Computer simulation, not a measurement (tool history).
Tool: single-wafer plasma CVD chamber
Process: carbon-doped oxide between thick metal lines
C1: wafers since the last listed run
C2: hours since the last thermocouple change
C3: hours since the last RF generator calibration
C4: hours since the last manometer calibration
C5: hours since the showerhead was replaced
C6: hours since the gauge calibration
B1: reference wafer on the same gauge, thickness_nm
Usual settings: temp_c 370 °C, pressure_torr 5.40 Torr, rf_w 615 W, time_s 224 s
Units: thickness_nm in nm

Run 1, hour 0.0: usual settings; C1 0; C2 1089.8; C3 604.6; C4 1888.2; C5 6784.2; C6 287.4; B1 1049.838. Result: thickness_nm 1196.868 nm.
Run 2, hour 19.9: usual settings; C1 160; C2 1109.7; C3 624.5; C4 1908.1; C5 6804.1; C6 307.3; B1 1050.069. Result: thickness_nm 1197.124 nm.
Run 3, hour 54.5: usual settings but rf_w 555 W; C1 279; C2 1144.3; C3 659.1; C4 1942.7; C5 6838.7; C6 341.9; B1 1050.107. Result: thickness_nm 1119.701 nm.
Run 4, hour 68.3: usual settings but rf_w 555 W; C1 111; C2 1158.1; C3 672.9; C4 1956.5; C5 6852.5; C6 355.7; B1 1049.599. Result: thickness_nm 1119.405 nm.
Run 5, hour 86.4: usual settings but rf_w 555 W; C1 146; C2 1176.2; C3 691.0; C4 1974.6; C5 6870.6; C6 373.8; B1 1050.168. Result: thickness_nm 1117.941 nm.
Run 6, hour 111.3: usual settings; C1 201; C2 1201.1; C3 715.9; C4 1999.5; C5 6895.5; C6 398.7; B1 1049.963. Result: thickness_nm 1193.523 nm.
Run 7, hour 127.5: usual settings; C1 130; C2 1217.3; C3 732.1; C4 2015.7; C5 6911.7; C6 414.9; B1 1049.978. Result: thickness_nm 1192.125 nm.
Run 8, hour 173.3: usual settings; C1 369; C2 1263.1; C3 777.9; C4 2061.5; C5 6957.5; C6 460.7; B1 1049.977. Result: thickness_nm 1194.028 nm.
Run 9, hour 200.6: usual settings; C1 220; C2 1290.4; C3 805.2; C4 2088.8; C5 6984.8; C6 488.0; B1 1050.416. Result: thickness_nm 1189.261 nm.
Run 10, hour 216.2: usual settings but time_s 205 s; C1 125; C2 1306.0; C3 820.8; C4 2104.4; C5 7000.4; C6 503.6; B1 1049.903. Result: thickness_nm 1087.558 nm.
Run 11, hour 250.9: usual settings; C1 280; C2 1340.7; C3 855.5; C4 2139.1; C5 7035.1; C6 538.3; B1 1049.677. Result: thickness_nm 1190.020 nm.
At hour 254.6: gauge calibrated.
Run 12, hour 280.5: usual settings but time_s 242 s; C1 238; C2 1370.3; C3 885.1; C4 2168.7; C5 7064.7; C6 25.9; B1 1049.738. Result: thickness_nm 1285.270 nm.
At hour 291.4: capacitance manometer re-zeroed and calibrated.
Run 13, hour 297.9: usual settings but temp_c 378 °C, pressure_torr 5.78 Torr, rf_w 575 W, time_s 261 s; C1 75; C2 1387.7; C3 902.5; C4 6.5; C5 7082.1; C6 43.3; B1 1050.282. Result: thickness_nm 1314.241 nm.
At hour 317.6: RF generator calibrated.
At hour 348.9: thermocouple changed; heater temperature recalibrated.
Run 14, hour 361.3: usual settings; C1 382; C2 12.4; C3 43.7; C4 69.9; C5 7145.5; C6 106.7; B1 1050.187. Result: thickness_nm 1203.553 nm.
At hour 372.1: showerhead replaced.
Run 15, hour 392.9: usual settings; C1 190; C2 44.0; C3 75.3; C4 101.5; C5 20.8; C6 138.3; B1 1049.489. Result: thickness_nm 1205.661 nm.
Run 16, hour 422.0: usual settings; C1 234; C2 73.1; C3 104.4; C4 130.6; C5 49.9; C6 167.4; B1 1050.073. Result: thickness_nm 1201.670 nm.
Run 17, hour 445.1: usual settings but temp_c 378 °C, pressure_torr 6.22 Torr, rf_w 500 W, time_s 209 s; C1 186; C2 96.2; C3 127.5; C4 153.7; C5 73.0; C6 190.5; B1 1049.669. Result: thickness_nm 979.885 nm.
Run 18, hour 470.4: usual settings but temp_c 377 °C, pressure_torr 6.29 Torr, rf_w 555 W, time_s 257 s; C1 204; C2 121.5; C3 152.8; C4 179.0; C5 98.3; C6 215.8; B1 1049.806. Result: thickness_nm 1297.890 nm.

Forecast run 19:
Run 19, hour 487.9: usual settings but temp_c 360 °C, pressure_torr 6.05 Torr, rf_w 705 W; C1 141; C2 139.0; C3 170.3; C4 196.5; C5 115.8; C6 233.3; B1 ?. Result: thickness_nm ?.

Run 19 gave B1 1050.280, thickness_nm 1353.620 nm.
Without the tool's hidden state the same run would have given thickness_nm 1356.804 nm.

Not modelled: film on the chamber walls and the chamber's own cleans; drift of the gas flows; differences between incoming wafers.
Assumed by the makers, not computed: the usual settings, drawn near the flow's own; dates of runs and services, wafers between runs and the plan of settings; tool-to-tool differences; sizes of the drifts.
